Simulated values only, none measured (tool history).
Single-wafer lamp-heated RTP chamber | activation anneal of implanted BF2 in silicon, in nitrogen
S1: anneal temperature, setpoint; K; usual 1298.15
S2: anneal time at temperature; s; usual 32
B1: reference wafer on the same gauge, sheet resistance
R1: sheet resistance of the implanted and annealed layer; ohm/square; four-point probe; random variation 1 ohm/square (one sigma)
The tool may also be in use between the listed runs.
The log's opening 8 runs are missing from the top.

run 9 day=5.492 | S1=1290.15 S2=32 | B1=401.14 | R1=383.80
run 10 day=5.858 | S1=1298.15 S2=32 | B1=401.05 | R1=380.23
run 11 day=6.192 | S1=1298.15 S2=32 | B1=400.91 | R1=380.56
run 12 day=7.433 | S1=1298.15 S2=32 | B1=401.75 | R1=381.73
run 13 day=7.767 | S1=1298.15 S2=32 | B1=401.60 | R1=378.95
run 14 day=8.138 | S1=1298.15 S2=32 | B1=401.56 | R1=377.30
-- day=8.242 gauge calibrated
run 15 day=8.733 | S1=1298.15 S2=32 | B1=401.12 | R1=377.95
run 16 day=9.100 | S1=1298.15 S2=32 | B1=400.83 | R1=379.10
run 17 day=9.821 | S1=1298.15 S2=32 | B1=401.39 | R1=379.23
-- day=10.471 pyrometer window cleaned and pyrometer calibrated
-- day=10.767 reflector plate cleaned
run 18 day=10.788 | S1=1275.15 S2=17 | B1=400.80 | R1=403.18
run 19 day=10.800 | S1=1283.15 S2=21 | B1=400.63 | R1=395.88
run 20 day=10.854 | S1=1314.15 S2=32 | B1=401.69 | R1=377.27
run 21 day=11.167 | S1=1298.15 S2=32 | B1=401.01 | R1=384.27
run 22 day=11.846 | S1=1283.15 S2=45 | B1=400.48 | R1=384.38
run 23 day=12.400 | S1=1298.15 S2=32 | B1=401.24 | R1=382.97
run 24 day=12.767 | S1=1285.15 S2=20 | B1=401.07 | R1=394.88
run 25 day=13.388 | S1=1316.15 S2=47 | B1=400.53 | R1=367.92
run 26 day=14.858 | S1=1298.15 S2=32 | B1=401.34 | R1=381.19
run 27 day=15.300 | S1=1298.15 S2=32 | B1=401.40 | R1=381.96
run 28 day=15.708 | S1=1311.15 S2=39 | B1=401.49 | R1=372.00
run 29 day=16.121 | S1=1320.15 S2=16 | B1=401.31 | R1=383.84
run 30 day=16.429 | S1=1298.15 S2=32 | B1=401.54 | R1=380.10

The next listed run, before its measurement:
run 31 day=17.046 | S1=1298.15 S2=47 | B1=? | R1=?

B1: 401.32
R1: 373.43 ohm/square
The same run, on a tool lacking any hidden state, would have yielded R1 376.87 ohm/square.
